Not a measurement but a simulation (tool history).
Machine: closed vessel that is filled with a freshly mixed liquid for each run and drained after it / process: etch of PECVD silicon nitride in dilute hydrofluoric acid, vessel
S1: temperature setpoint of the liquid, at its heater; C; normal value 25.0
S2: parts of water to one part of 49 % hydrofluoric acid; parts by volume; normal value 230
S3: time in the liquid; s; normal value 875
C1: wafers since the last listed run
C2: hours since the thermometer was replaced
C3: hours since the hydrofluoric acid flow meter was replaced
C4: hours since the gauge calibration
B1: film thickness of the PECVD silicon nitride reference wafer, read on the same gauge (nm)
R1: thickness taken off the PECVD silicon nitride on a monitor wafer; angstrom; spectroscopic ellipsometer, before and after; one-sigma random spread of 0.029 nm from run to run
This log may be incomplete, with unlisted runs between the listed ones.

run    hour    S1   S2    S3     C1      C2      C3      C4      B1     R1
  1     0.0  28.0  175   875      0   122.1  1050.6    29.9   99.99  114.0
  2    69.4  28.0  175   875   4999   191.5  1120.0    99.3   99.97  114.4
  3   108.4  25.0  230   875   2809   230.5  1159.0   138.3  100.00   72.3
  4   210.0  25.0  230   875   7318   332.1  1260.6   239.9   99.98   72.0
  5   276.4  25.0  230   875   4783   398.5  1327.0   306.3  100.00   72.2
  6   418.0  25.0  230   875  10200   540.1  1468.6   447.9  100.02   72.5
  7   503.4  25.0  230   875   6151   625.5  1554.0   533.3  100.01   72.3
  8   576.6  25.0  230   875   5273   698.7  1627.2   606.5  100.02   72.2
  9   627.6  25.0  230   875   3673   749.7  1678.2   657.5  100.01   71.5
 10   680.4  25.0  230   875   3803   802.5  1731.0   710.3  100.02   71.5
 11   773.2  25.0  230   875   6684   895.3  1823.8   803.1   99.98   71.8
      810.9  -- hydrofluoric acid flow meter replaced
 12   827.3  25.0  230   875   3825   949.4    16.4   857.2  100.01   72.2
 13   909.4  26.5  145  1330   5914  1031.5    98.5   939.3   99.98  191.2
 14   974.7  25.0  230   875   4703  1096.8   163.8  1004.6  100.01   71.5
 15  1021.7  25.0  230   875   3385  1143.8   210.8  1051.6  100.00   72.2
 16  1099.0  25.0  230   875   5568  1221.1   288.1  1128.9   99.99   71.5
     1130.0  -- thermometer replaced
 17  1258.4  29.5  230   735  11410   128.4   447.5  1288.3   99.99   78.7
 18  1349.3  25.0  230   875   6548   219.3   538.4  1379.2  100.02   72.0
 19  1394.9  26.5  290   875   3284   264.9   584.0  1424.8  100.00   62.8
     1412.0  -- gauge calibrated
 20  1488.6  25.0  230   875   6749   358.6   677.7    76.6   99.97   71.6
 21  1531.2  20.5  125   680   3068   401.2   720.3   119.2  100.01   76.6
 22  1567.4  23.5  170   360   2607   437.4   756.5   155.4  100.01   36.4
 23  1868.7  21.0  145  1020  21704   738.7  1057.8   456.7  100.00  102.2
 24  1975.4  20.5  280  1180   7686   845.4  1164.5   563.4   99.99   60.6

What was the tool's hidden state at every run in the log?
liquid colder than its thermometer reads (K): 0 on each run
hydrofluoric acid flow below the setpoint (%): 0 on each run
gauge reads high (%): 0 on each run
